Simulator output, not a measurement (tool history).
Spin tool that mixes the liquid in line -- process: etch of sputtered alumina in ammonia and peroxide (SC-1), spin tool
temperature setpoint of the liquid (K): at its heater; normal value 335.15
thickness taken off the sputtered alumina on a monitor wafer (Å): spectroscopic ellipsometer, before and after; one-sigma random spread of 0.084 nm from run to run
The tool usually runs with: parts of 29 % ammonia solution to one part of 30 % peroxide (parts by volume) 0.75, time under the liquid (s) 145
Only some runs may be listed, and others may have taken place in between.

run     day  temperature setpoint of the liquid (K)  parts of 29 % ammonia solution to one part of 30 % peroxide (parts by volume)  time under the liquid (s)  read-back film thickness of the sputtered alumina reference wafer, read on the same gauge (nm)  thickness taken off the sputtered alumina on a monitor wafer (Å)
  1       0                                  331.65                                                                           0.75                        145                                                                                           39.99                                                             119.6
  2   2.188                                  331.65                                                                           0.75                        145                                                                                              40                                                             119.7
  3   4.771                                  333.15                                                                           0.85                        145                                                                                              40                                                             131.1
  4   6.638                                  333.15                                                                           0.85                        145                                                                                           40.02                                                             129.9
  5   7.917                                  333.15                                                                           0.85                        145                                                                                           40.02                                                             130.6
  6   9.242                                  335.15                                                                              1                        175                                                                                           39.99                                                             175.9
  7  12.029                                  335.15                                                                              1                        175                                                                                              40                                                             176.1
  8  14.783                                  335.15                                                                              1                        175                                                                                           40.01                                                             175.1
  9  16.142                                  335.15                                                                           0.75                        145                                                                                           39.99                                                             141.8
 10  18.367                                  335.15                                                                           0.75                        145                                                                                           39.98                                                             141.1
 11  19.879                                  335.15                                                                           0.75                        145                                                                                              40                                                             140.9
     20.096  -- heated supply line repaired
 12  22.183                                  335.15                                                                           0.75                        145                                                                                           39.99                                                             164.6
     23.692  -- gauge calibrated
 13  24.308                                  335.15                                                                            0.9                        145                                                                                           40.03                                                             167.1
     24.812  -- ammonia flow meter replaced
     25.667  -- thermometer replaced
 14  26.779                                  338.65                                                                           0.95                         65                                                                                              40                                                              89.5
 15  28.054                                  335.15                                                                           0.75                        145                                                                                           40.01                                                             162.6
 16  29.608                                  339.65                                                                           0.95                        190                                                                                           39.97                                                             272.9
 17  31.242                                  335.15                                                                           0.95                        205                                                                                              40                                                             236.4
     33.512  -- new drum of ammonia solution connected
 18  38.433                                  335.15                                                                           0.75                        145                                                                                           39.99                                                               162
 19  39.967                                  327.65                                                                           0.55                         60                                                                                           39.99                                                              44.1
 20  41.958                                  343.15                                                                            1.1                        185                                                                                           40.01                                                             314.7

What if the next run were any one of these 5? Each begins from the tool's condition after run 20:
  A  41.979                                  335.15                                                                           0.75                        145                                                                                               ?                                                                 ?
  B  41.979                                  335.15                                                                           0.75                         90                                                                                               ?                                                                 ?
  C  41.979                                  343.15                                                                            0.5                        145                                                                                               ?                                                                 ?
  D  41.979                                  335.15                                                                           0.55                        145                                                                                               ?                                                                 ?
  E  41.979                                  339.65                                                                           0.85                        225                                                                                               ?                                                                 ?

run  read-back film thickness of the sputtered alumina reference wafer, read on the same gauge (nm)  thickness taken off the sputtered alumina on a monitor wafer (Å)
  A                                                                                           40.02                                                             161.6
  B                                                                                           40.02                                                             100.3
  C                                                                                           40.02                                                             231.1
  D                                                                                           40.02                                                             156.9
  E                                                                                           40.02                                                             317.8
Take away the tool's hidden state, keep each run's random variation, and the runs would have read:
run  thickness taken off the sputtered alumina on a monitor wafer (Å)
  A                                                             166.1
  B                                                             103.1
  C                                                             237.1
  D                                                             161.3
  E                                                             326.4
